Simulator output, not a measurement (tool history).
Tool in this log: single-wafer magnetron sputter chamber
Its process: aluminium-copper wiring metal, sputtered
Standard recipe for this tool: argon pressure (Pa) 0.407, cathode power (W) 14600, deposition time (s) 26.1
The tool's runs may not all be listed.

run   hour  argon pressure (Pa)  cathode power (W)  deposition time (s)  read-back reference wafer on the same gauge, thickness_nm  mean film thickness on the monitor wafer (angstrom)
  1      0                0.407              14600                 26.1                                                    598.038                                               6122.5
  2   34.8                0.407              14600                 26.1                                                    597.964                                              6095.55
      63.5  -- sputter target and shields replaced
  3     64                0.407              14600                 26.1                                                    597.541                                              6277.98
  4   94.8                0.407              12400                 26.1                                                    598.232                                              5335.63
  5  111.9                0.407              12400                 26.1                                                    598.281                                              5347.37
  6    132                0.407              14600                   29                                                    598.071                                              6893.32
  7  163.5                0.407              14600                   29                                                    597.658                                              6876.72
  8  177.4                0.407              14600                   29                                                    598.539                                              6879.58
  9  198.8                0.407              14600                 26.1                                                    597.741                                              6189.37
 10  221.6                0.537              14600                 26.1                                                    598.062                                              5829.07
     230.5  -- magnet pack replaced
     231.5  -- gauge calibrated
 11  248.2                0.501              13800                 26.1                                                    597.529                                              5589.44
 12  267.6                0.501              13800                 26.1                                                    597.464                                              5590.14
 13  284.7                 0.33              16150                   23                                                    598.077                                              6194.92
 14  318.7                0.407              14600                 26.1                                                    597.751                                              6139.09
 15  341.7                0.407              16100                 29.4                                                    598.091                                              7551.23
 16  353.9                0.407              12400                 26.1                                                    598.229                                              5197.78
     368.2  -- sputter target and shields replaced
 17  380.2                0.501              13800                 26.1                                                    597.898                                               5415.3
 18  405.7                0.512              17500                 28.4                                                    598.553                                              7363.32
 19  426.2                0.407              14600                 26.1                                                    597.714                                              5902.43
       436  -- capacitance manometer re-zeroed and calibrated
 20  457.6                0.569              16650                 28.1                                                    597.983                                              6734.61
 21  484.7                0.512              16200                 24.4                                                    597.911                                              5804.41
     507.5  -- sputter target and shields replaced, repeated, since the last time left the tool worse
 22  517.1                0.346              11550                 26.1                                                    598.352                                              5138.33
 23  536.3                0.407              14600                 30.9                                                    597.957                                               7446.2
 24  557.6                0.407              14600                 26.1                                                    597.863                                              6260.15

Consider 3 possible next runs. They are alternatives, not a sequence: every one starts from the tool as it was left by run 24. What does each give?
  A   558                0.407              14600                 28.8                                                          ?                                                    ?
  B   558                0.481              14600                 26.1                                                          ?                                                    ?
  C   558                0.352              17350                 30.1                                                          ?                                                    ?

run  read-back reference wafer on the same gauge, thickness_nm  mean film thickness on the monitor wafer (angstrom)
  A                                                    597.989                                              6891.47
  B                                                    597.989                                              6042.77
  C                                                    597.989                                              8743.18
Stripped of hidden state, with their random variation kept, the same runs would have yielded:
run  mean film thickness on the monitor wafer (angstrom)
  A                                              6931.81
  B                                              6078.13
  C                                              8794.36

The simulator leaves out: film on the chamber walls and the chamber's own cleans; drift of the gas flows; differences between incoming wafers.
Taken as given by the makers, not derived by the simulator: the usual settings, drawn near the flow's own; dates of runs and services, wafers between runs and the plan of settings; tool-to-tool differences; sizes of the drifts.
